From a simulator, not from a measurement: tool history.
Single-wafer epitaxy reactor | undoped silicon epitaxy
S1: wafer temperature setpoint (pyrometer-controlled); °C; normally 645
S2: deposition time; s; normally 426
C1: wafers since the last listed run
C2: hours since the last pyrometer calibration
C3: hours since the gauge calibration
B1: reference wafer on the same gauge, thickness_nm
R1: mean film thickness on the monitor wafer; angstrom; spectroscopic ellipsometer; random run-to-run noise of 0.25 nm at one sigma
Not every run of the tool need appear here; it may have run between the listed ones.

run	hour	S1	S2	C1	C2	C3	B1	R1
1	0	645	426	0	1808.6	164.5	55.179	693.37
2	16.2	641	492	44	1824.8	180.7	55.21	735.62
3	51.2	645	407	96	1859.8	215.7	55.235	655.55
4	65.9	645	426	40	1874.5	230.4	55.079	694.47
5	93.5	645	426	76	1902.1	258	55.17	688.31
6	118.3	654	426	68	1926.9	282.8	55.156	820.09
# hour 184.6: gauge calibrated
7	217.8	645	426	274	2026.4	33.2	55.19	692.31
8	234.5	645	426	46	2043.1	49.9	55.252	694.16
# hour 250.9: pyrometer calibrated
9	251.4	645	426	24	0.5	66.8	55.148	634.93
10	288.3	645	426	101	37.4	103.7	55.254	638.28
11	310.1	654	393	60	59.2	125.5	55.192	699.83
12	336.2	638	508	71	85.3	151.6	55.194	672.13

Predict the results of run 13:
13	389.4	645	392	146	138.5	204.8	?	?

B1: 55.192
R1: 597.23 angstrom
Without the tool's hidden state the same run would have given R1 579.08 angstrom.
